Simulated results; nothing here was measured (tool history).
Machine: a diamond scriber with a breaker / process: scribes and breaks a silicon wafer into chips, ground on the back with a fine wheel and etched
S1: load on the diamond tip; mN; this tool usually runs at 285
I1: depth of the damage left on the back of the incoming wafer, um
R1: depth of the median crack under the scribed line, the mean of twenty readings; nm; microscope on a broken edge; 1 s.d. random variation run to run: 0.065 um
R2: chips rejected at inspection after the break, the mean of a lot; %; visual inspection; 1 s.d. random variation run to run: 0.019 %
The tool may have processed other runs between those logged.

| run | hour | S1 | I1 | R1 | R2 |
|---|---|---|---|---|---|
| 1 | 0.0 | 228 | 0.30 | 5770 | 25.41 |
| 2 | 68.5 | 340 | 0.57 | 8760 | 3.43 |
| 3 | 168.1 | 340 | 0.48 | 8590 | 3.23 |
| 4 | 208.8 | 352 | 0.64 | 8890 | 5.11 |
| 5 | 302.3 | 352 | 0.40 | 8870 | 4.66 |
|  | 386.9 | load on the tip recalibrated |
| 6 | 407.4 | 285 | 0.59 | 7110 | 2.82 |
|  | 450.3 | diamond tip replaced by a new one |
| 7 | 500.5 | 285 | 0.43 | 6610 | 9.31 |

What will run 8 give?
| 8 | 584.8 | 247 | 0.63 | ? | ? |

R1: 5460 nm
R2: 29.76 %
Had the tool carried no hidden state, the very same run would have given R1 6650 nm, R2 7.06 %.
